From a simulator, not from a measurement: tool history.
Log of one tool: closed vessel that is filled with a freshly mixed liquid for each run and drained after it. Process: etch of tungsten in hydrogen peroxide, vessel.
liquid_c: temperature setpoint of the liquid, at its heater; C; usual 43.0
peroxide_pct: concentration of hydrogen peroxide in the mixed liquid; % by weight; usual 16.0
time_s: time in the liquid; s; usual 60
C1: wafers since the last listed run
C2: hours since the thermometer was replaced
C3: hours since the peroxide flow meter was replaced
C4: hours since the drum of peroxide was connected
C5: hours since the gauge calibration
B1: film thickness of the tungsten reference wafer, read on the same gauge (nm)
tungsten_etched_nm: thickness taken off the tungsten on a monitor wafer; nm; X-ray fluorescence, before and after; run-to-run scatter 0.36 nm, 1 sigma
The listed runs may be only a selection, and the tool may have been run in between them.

run 1 hour=0.0 | liquid_c=43.0 peroxide_pct=16.0 time_s=60 | C1=0 C2=1505.2 C3=1492.5 C4=34.5 C5=739.4 | B1=79.98 | tungsten_etched_nm=41.60
run 2 hour=26.6 | liquid_c=43.0 peroxide_pct=12.5 time_s=70 | C1=3287 C2=1531.8 C3=1519.1 C4=61.1 C5=766.0 | B1=80.00 | tungsten_etched_nm=43.13
run 3 hour=72.4 | liquid_c=43.0 peroxide_pct=12.5 time_s=70 | C1=5660 C2=1577.6 C3=1564.9 C4=106.9 C5=811.8 | B1=80.00 | tungsten_etched_nm=44.17
run 4 hour=105.6 | liquid_c=43.0 peroxide_pct=12.5 time_s=70 | C1=4103 C2=1610.8 C3=1598.1 C4=140.1 C5=845.0 | B1=80.00 | tungsten_etched_nm=43.47
run 5 hour=134.4 | liquid_c=43.0 peroxide_pct=18.0 time_s=80 | C1=3559 C2=1639.6 C3=1626.9 C4=168.9 C5=873.8 | B1=80.01 | tungsten_etched_nm=60.03
run 6 hour=162.8 | liquid_c=43.0 peroxide_pct=18.0 time_s=80 | C1=3509 C2=1668.0 C3=1655.3 C4=197.3 C5=902.2 | B1=80.00 | tungsten_etched_nm=58.93
run 7 hour=348.4 | liquid_c=43.0 peroxide_pct=19.5 time_s=60 | C1=22937 C2=1853.6 C3=1840.9 C4=382.9 C5=1087.8 | B1=80.03 | tungsten_etched_nm=46.47
run 8 hour=383.3 | liquid_c=43.0 peroxide_pct=19.5 time_s=60 | C1=4313 C2=1888.5 C3=1875.8 C4=417.8 C5=1122.7 | B1=79.98 | tungsten_etched_nm=45.65
-- hour=419.9 new drum of peroxide connected
run 9 hour=453.2 | liquid_c=43.0 peroxide_pct=19.5 time_s=60 | C1=8515 C2=1958.4 C3=1945.7 C4=33.3 C5=1192.6 | B1=79.98 | tungsten_etched_nm=46.36
run 10 hour=504.2 | liquid_c=43.0 peroxide_pct=16.0 time_s=60 | C1=6302 C2=2009.4 C3=1996.7 C4=84.3 C5=1243.6 | B1=80.02 | tungsten_etched_nm=41.44
run 11 hour=541.1 | liquid_c=50.0 peroxide_pct=16.0 time_s=60 | C1=4560 C2=2046.3 C3=2033.6 C4=121.2 C5=1280.5 | B1=80.00 | tungsten_etched_nm=64.23
run 12 hour=595.2 | liquid_c=39.0 peroxide_pct=14.5 time_s=85 | C1=6686 C2=2100.4 C3=2087.7 C4=175.3 C5=1334.6 | B1=79.99 | tungsten_etched_nm=42.78
run 13 hour=634.6 | liquid_c=35.0 peroxide_pct=20.5 time_s=60 | C1=4869 C2=2139.8 C3=2127.1 C4=214.7 C5=1374.0 | B1=80.05 | tungsten_etched_nm=28.13
run 14 hour=666.8 | liquid_c=35.5 peroxide_pct=16.0 time_s=90 | C1=3979 C2=2172.0 C3=2159.3 C4=246.9 C5=1406.2 | B1=80.01 | tungsten_etched_nm=37.90
-- hour=676.3 peroxide flow meter replaced
run 15 hour=725.7 | liquid_c=52.5 peroxide_pct=12.5 time_s=90 | C1=7155 C2=2230.9 C3=49.4 C4=305.8 C5=1465.1 | B1=80.01 | tungsten_etched_nm=104.31
run 16 hour=787.5 | liquid_c=43.0 peroxide_pct=16.0 time_s=35 | C1=7637 C2=2292.7 C3=111.2 C4=367.6 C5=1526.9 | B1=80.00 | tungsten_etched_nm=25.27
run 17 hour=826.9 | liquid_c=45.5 peroxide_pct=14.5 time_s=45 | C1=4869 C2=2332.1 C3=150.6 C4=407.0 C5=1566.3 | B1=79.98 | tungsten_etched_nm=36.42
run 18 hour=883.9 | liquid_c=43.0 peroxide_pct=18.0 time_s=80 | C1=7044 C2=2389.1 C3=207.6 C4=464.0 C5=1623.3 | B1=80.00 | tungsten_etched_nm=61.06
-- hour=888.0 gauge calibrated
run 19 hour=932.2 | liquid_c=33.0 peroxide_pct=16.0 time_s=60 | C1=5969 C2=2437.4 C3=255.9 C4=512.3 C5=44.2 | B1=79.98 | tungsten_etched_nm=22.07
-- hour=936.3 new drum of peroxide connected
-- hour=966.9 thermometer replaced
run 20 hour=967.4 | liquid_c=37.0 peroxide_pct=19.0 time_s=60 | C1=4103 C2=0.5 C3=291.1 C4=31.1 C5=79.4 | B1=80.00 | tungsten_etched_nm=32.16
run 21 hour=1004.5 | liquid_c=43.0 peroxide_pct=16.0 time_s=60 | C1=4585 C2=37.6 C3=328.2 C4=68.2 C5=116.5 | B1=80.05 | tungsten_etched_nm=43.27
run 22 hour=1052.4 | liquid_c=38.5 peroxide_pct=14.0 time_s=40 | C1=5919 C2=85.5 C3=376.1 C4=116.1 C5=164.4 | B1=80.00 | tungsten_etched_nm=20.02
run 23 hour=1092.8 | liquid_c=48.0 peroxide_pct=14.5 time_s=85 | C1=4992 C2=125.9 C3=416.5 C4=156.5 C5=204.8 | B1=80.02 | tungsten_etched_nm=79.12
run 24 hour=1133.2 | liquid_c=43.0 peroxide_pct=16.0 time_s=60 | C1=4992 C2=166.3 C3=456.9 C4=196.9 C5=245.2 | B1=79.95 | tungsten_etched_nm=43.25
run 25 hour=1197.3 | liquid_c=43.0 peroxide_pct=13.5 time_s=75 | C1=7921 C2=230.4 C3=521.0 C4=261.0 C5=309.3 | B1=80.02 | tungsten_etched_nm=48.66
run 26 hour=1224.5 | liquid_c=40.0 peroxide_pct=16.0 time_s=35 | C1=3361 C2=257.6 C3=548.2 C4=288.2 C5=336.5 | B1=80.00 | tungsten_etched_nm=20.60
run 27 hour=1261.9 | liquid_c=34.5 peroxide_pct=16.0 time_s=90 | C1=4622 C2=295.0 C3=585.6 C4=325.6 C5=373.9 | B1=80.02 | tungsten_etched_nm=36.94
run 28 hour=1288.9 | liquid_c=43.0 peroxide_pct=16.0 time_s=60 | C1=3336 C2=322.0 C3=612.6 C4=352.6 C5=400.9 | B1=80.01 | tungsten_etched_nm=43.30
run 29 hour=1416.9 | liquid_c=50.0 peroxide_pct=16.0 time_s=30 | C1=15819 C2=450.0 C3=740.6 C4=480.6 C5=528.9 | B1=79.98 | tungsten_etched_nm=32.92

5 options for the next run, each taken on its own from the tool as it stands now. Forecast them:
run A hour=1417.6 | liquid_c=43.0 peroxide_pct=16.0 time_s=60 | C1=86 C2=450.7 C3=741.3 C4=481.3 C5=529.6 | B1=? | tungsten_etched_nm=?
run B hour=1417.6 | liquid_c=43.0 peroxide_pct=12.0 time_s=60 | C1=86 C2=450.7 C3=741.3 C4=481.3 C5=529.6 | B1=? | tungsten_etched_nm=?
run C hour=1417.6 | liquid_c=48.5 peroxide_pct=17.5 time_s=75 | C1=86 C2=450.7 C3=741.3 C4=481.3 C5=529.6 | B1=? | tungsten_etched_nm=?
run D hour=1417.6 | liquid_c=35.0 peroxide_pct=21.0 time_s=45 | C1=86 C2=450.7 C3=741.3 C4=481.3 C5=529.6 | B1=? | tungsten_etched_nm=?
run E hour=1417.6 | liquid_c=37.5 peroxide_pct=12.0 time_s=60 | C1=86 C2=450.7 C3=741.3 C4=481.3 C5=529.6 | B1=? | tungsten_etched_nm=?

run=A B1=80.05 tungsten_etched_nm=43.20
run=B B1=80.05 tungsten_etched_nm=37.42
run=C B1=80.05 tungsten_etched_nm=79.77
run=D B1=80.05 tungsten_etched_nm=21.98
run=E B1=80.05 tungsten_etched_nm=26.17
Stripped of hidden state, with their random variation kept, the same runs would have yielded:
run=A tungsten_etched_nm=44.13
run=B tungsten_etched_nm=38.22
run=C tungsten_etched_nm=81.47
run=D tungsten_etched_nm=22.45
run=E tungsten_etched_nm=26.73

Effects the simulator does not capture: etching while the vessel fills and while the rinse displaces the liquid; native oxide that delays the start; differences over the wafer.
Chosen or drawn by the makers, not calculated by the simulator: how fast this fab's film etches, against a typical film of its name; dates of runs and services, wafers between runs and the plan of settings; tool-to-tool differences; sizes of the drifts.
